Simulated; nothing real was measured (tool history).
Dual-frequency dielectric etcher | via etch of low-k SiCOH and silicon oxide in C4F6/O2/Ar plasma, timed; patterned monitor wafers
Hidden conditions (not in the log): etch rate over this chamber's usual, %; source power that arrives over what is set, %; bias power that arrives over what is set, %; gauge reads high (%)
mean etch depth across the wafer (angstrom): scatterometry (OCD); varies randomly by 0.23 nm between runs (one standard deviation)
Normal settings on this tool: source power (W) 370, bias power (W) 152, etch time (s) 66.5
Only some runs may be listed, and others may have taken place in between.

| run | hour | source power (W) | bias power (W) | etch time (s) | wafers since the last listed run | hours since the last wet clean | hours since the last source power generator calibration | hours since the last bias power generator calibration | hours since the last upper electrode change | hours since the gauge calibration | read-back reference wafer on the same gauge, depth_nm | mean etch depth across the wafer (angstrom) |
|---|---|---|---|---|---|---|---|---|---|---|---|---|
| 1 | 0.0 | 430 | 152 | 66.5 | 0 | 203.5 | 4135.5 | 1969.5 | 2208.5 | 317.7 | 180.0 | 1636 |
| 2 | 17.2 | 430 | 152 | 66.5 | 203 | 220.7 | 4152.7 | 1986.7 | 2225.7 | 334.9 | 180.0 | 1633 |
| 3 | 80.6 | 410 | 123 | 66.5 | 748 | 284.1 | 4216.1 | 2050.1 | 2289.1 | 398.3 | 180.1 | 1529 |
| 4 | 105.4 | 410 | 123 | 66.5 | 292 | 308.9 | 4240.9 | 2074.9 | 2313.9 | 423.1 | 180.0 | 1527 |
| 5 | 129.8 | 330 | 152 | 66.5 | 288 | 333.3 | 4265.3 | 2099.3 | 2338.3 | 447.5 | 180.0 | 1464 |
| 6 | 146.6 | 370 | 170 | 53.5 | 198 | 350.1 | 4282.1 | 2116.1 | 2355.1 | 464.3 | 180.2 | 1271 |
| 7 | 186.0 | 370 | 170 | 53.5 | 465 | 389.5 | 4321.5 | 2155.5 | 2394.5 | 503.7 | 179.9 | 1277 |
| 8 | 216.2 | 370 | 152 | 66.5 | 356 | 419.7 | 4351.7 | 2185.7 | 2424.7 | 533.9 | 180.2 | 1539 |
|  | 255.5 | wet clean of the chamber |
|  | 257.7 | source power generator calibrated |
| 9 | 258.2 | 370 | 152 | 66.5 | 185 | 2.7 | 0.5 | 2227.7 | 2466.7 | 575.9 | 179.9 | 1524 |
| 10 | 262.4 | 370 | 152 | 66.5 | 49 | 6.9 | 4.7 | 2231.9 | 2470.9 | 580.1 | 180.0 | 1526 |
|  | 309.1 | upper electrode replaced |
| 11 | 309.6 | 370 | 152 | 66.5 | 273 | 54.1 | 51.9 | 2279.1 | 0.5 | 627.3 | 180.0 | 1524 |
|  | 320.4 | bias power generator calibrated |
| 12 | 325.4 | 370 | 152 | 66.5 | 139 | 69.9 | 67.7 | 5.0 | 16.3 | 643.1 | 179.8 | 1523 |
|  | 331.4 | gauge calibrated |
| 13 | 359.7 | 370 | 152 | 66.5 | 405 | 104.2 | 102.0 | 39.3 | 50.6 | 28.3 | 180.0 | 1527 |
| 14 | 423.0 | 370 | 118 | 57.5 | 747 | 167.5 | 165.3 | 102.6 | 113.9 | 91.6 | 180.0 | 1249 |
| 15 | 440.7 | 430 | 187 | 66.5 | 208 | 185.2 | 183.0 | 120.3 | 131.6 | 109.3 | 179.9 | 1714 |
| 16 | 458.0 | 430 | 131 | 78.0 | 204 | 202.5 | 200.3 | 137.6 | 148.9 | 126.6 | 179.9 | 1846 |
| 17 | 485.1 | 330 | 152 | 60.5 | 319 | 229.6 | 227.4 | 164.7 | 176.0 | 153.7 | 180.0 | 1331 |
| 18 | 497.7 | 440 | 170 | 48.5 | 148 | 242.2 | 240.0 | 177.3 | 188.6 | 166.3 | 179.9 | 1237 |
| 19 | 533.4 | 430 | 152 | 66.5 | 421 | 277.9 | 275.7 | 213.0 | 224.3 | 202.0 | 180.1 | 1629 |
| 20 | 547.1 | 370 | 170 | 53.5 | 161 | 291.6 | 289.4 | 226.7 | 238.0 | 215.7 | 180.1 | 1268 |
| 21 | 560.8 | 430 | 152 | 66.5 | 161 | 305.3 | 303.1 | 240.4 | 251.7 | 229.4 | 180.0 | 1633 |
| 22 | 595.2 | 340 | 152 | 66.5 | 406 | 339.7 | 337.5 | 274.8 | 286.1 | 263.8 | 180.1 | 1479 |
| 23 | 625.9 | 450 | 176 | 66.5 | 362 | 370.4 | 368.2 | 305.5 | 316.8 | 294.5 | 180.1 | 1729 |
| 24 | 653.5 | 310 | 135 | 56.5 | 325 | 398.0 | 395.8 | 333.1 | 344.4 | 322.1 | 180.1 | 1178 |
| 25 | 684.5 | 370 | 137 | 66.5 | 366 | 429.0 | 426.8 | 364.1 | 375.4 | 353.1 | 180.0 | 1497 |

For some of the steps in mean etch depth across the wafer (angstrom) from one run to the next: how much would appear even if the tool had no hidden state, given the settings, what came in and random variation, and how much remains for the hidden state plus any gauge scatter that the measured result and the result without hidden state don't share?
Run 7 -> 8: bias power (W) 170 -> 152, etch time (s) 53.5 -> 66.5. mean etch depth across the wafer (angstrom) +262: hidden state +3, all else +259.
Run 8 -> 9: wet clean of the chamber, source power generator calibrated. mean etch depth across the wafer (angstrom) -15: hidden state -15, all else +0.
Run 16 -> 17: source power (W) 430 -> 330, bias power (W) 131 -> 152, etch time (s) 78.0 -> 60.5. mean etch depth across the wafer (angstrom) -515: hidden state +0, all else -515.
Run 23 -> 24: source power (W) 450 -> 310, bias power (W) 176 -> 135, etch time (s) 66.5 -> 56.5. mean etch depth across the wafer (angstrom) -551: hidden state -3, all else -548.
